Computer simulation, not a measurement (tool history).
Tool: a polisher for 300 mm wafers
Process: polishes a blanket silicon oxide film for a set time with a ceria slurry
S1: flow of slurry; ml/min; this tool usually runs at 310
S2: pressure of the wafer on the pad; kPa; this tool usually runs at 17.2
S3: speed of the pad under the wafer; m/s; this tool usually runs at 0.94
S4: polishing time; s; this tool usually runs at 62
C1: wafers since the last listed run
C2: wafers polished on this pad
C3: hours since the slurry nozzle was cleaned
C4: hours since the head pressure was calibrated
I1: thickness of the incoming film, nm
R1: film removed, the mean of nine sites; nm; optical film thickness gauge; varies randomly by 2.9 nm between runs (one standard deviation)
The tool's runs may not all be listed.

| run | day | S1 | S2 | S3 | S4 | C1 | C2 | C3 | C4 | I1 | R1 |
|---|---|---|---|---|---|---|---|---|---|---|---|
| 1 | 0.000 | 310 | 17.2 | 0.94 | 62 | 0 | 59 | 132.9 | 127.2 | 1598.9 | 203.5 |
| 2 | 2.204 | 310 | 17.2 | 0.94 | 62 | 480 | 540 | 185.8 | 180.1 | 1611.1 | 200.9 |
| 3 | 4.529 | 310 | 17.2 | 0.94 | 68 | 507 | 1048 | 241.6 | 235.9 | 1608.0 | 221.3 |
| 4 | 8.162 | 310 | 17.2 | 0.94 | 68 | 792 | 1840 | 328.8 | 323.1 | 1586.6 | 213.5 |
|  | 9.379 | worn pad replaced by a new one |
|  | 9.783 | head pressure recalibrated |
| 5 | 9.917 | 310 | 13.8 | 0.94 | 62 | 328 | 99 | 370.9 | 3.2 | 1578.2 | 151.6 |
| 6 | 12.733 | 310 | 19.3 | 0.94 | 62 | 614 | 713 | 438.5 | 70.8 | 1622.9 | 211.4 |
|  | 16.017 | slurry nozzle cleaned |
| 7 | 16.475 | 335 | 17.2 | 1.06 | 62 | 807 | 1520 | 11.0 | 160.6 | 1585.6 | 218.0 |
| 8 | 19.146 | 335 | 17.2 | 1.06 | 62 | 582 | 2103 | 75.1 | 224.7 | 1591.4 | 211.2 |
|  | 19.517 | worn pad replaced by a new one |
| 9 | 22.454 | 310 | 17.2 | 0.94 | 62 | 685 | 641 | 154.5 | 304.1 | 1594.8 | 210.8 |
|  | 22.971 | head pressure recalibrated |
| 10 | 26.117 | 310 | 17.2 | 0.84 | 62 | 780 | 1422 | 242.4 | 75.5 | 1574.4 | 170.0 |
|  | 29.858 | worn pad replaced by a new one |
| 11 | 29.879 | 365 | 19.3 | 1.16 | 50 | 784 | 4 | 332.7 | 165.8 | 1581.9 | 220.2 |
| 12 | 33.304 | 310 | 17.2 | 0.94 | 62 | 747 | 751 | 414.9 | 248.0 | 1587.9 | 208.8 |
| 13 | 35.946 | 270 | 13.1 | 1.20 | 84 | 576 | 1328 | 478.3 | 311.4 | 1574.2 | 270.0 |
|  | 39.088 | slurry nozzle cleaned |
|  | 39.342 | head pressure recalibrated |
| 14 | 39.362 | 350 | 17.2 | 0.94 | 46 | 718 | 2046 | 6.6 | 0.5 | 1599.2 | 128.0 |
|  | 39.929 | worn pad replaced by a new one |
| 15 | 41.412 | 335 | 17.2 | 1.06 | 62 | 410 | 323 | 55.8 | 49.7 | 1576.9 | 223.7 |
| 16 | 45.579 | 410 | 12.4 | 0.68 | 54 | 909 | 1232 | 155.8 | 149.7 | 1590.1 | 89.4 |
| 17 | 49.204 | 390 | 12.4 | 0.94 | 62 | 790 | 2023 | 242.8 | 236.7 | 1587.1 | 136.5 |
|  | 51.950 | worn pad replaced by a new one |
| 18 | 52.258 | 235 | 13.8 | 0.94 | 83 | 630 | 66 | 316.1 | 310.0 | 1612.8 | 215.9 |
|  | 54.154 | head pressure recalibrated |
| 19 | 54.212 | 415 | 17.2 | 0.80 | 78 | 408 | 475 | 363.0 | 1.4 | 1606.4 | 207.2 |

Difference, measured minus no-hidden-state, one row per run. Run-to-run variation is common to both terms; the gauge's own scatter need not be:
Hidden state at play: removal rate lost through wear of the pad, %; slurry flow missing at the pad, %; deviation of the head's pressure from its setpoint, %.
| run | R1 |
|---|---|
| 1 | +6.9 |
| 2 | +8.6 |
| 3 | +9.5 |
| 4 | +4.1 |
| 5 | -1.9 |
| 6 | -0.6 |
| 7 | -3.2 |
| 8 | -9.4 |
| 9 | +13.4 |
| 10 | -5.1 |
| 11 | +9.9 |
| 12 | +11.8 |
| 13 | +13.4 |
| 14 | -14.6 |
| 15 | -0.3 |
| 16 | +0.0 |
| 17 | -4.3 |
| 18 | +14.8 |
| 19 | -4.7 |

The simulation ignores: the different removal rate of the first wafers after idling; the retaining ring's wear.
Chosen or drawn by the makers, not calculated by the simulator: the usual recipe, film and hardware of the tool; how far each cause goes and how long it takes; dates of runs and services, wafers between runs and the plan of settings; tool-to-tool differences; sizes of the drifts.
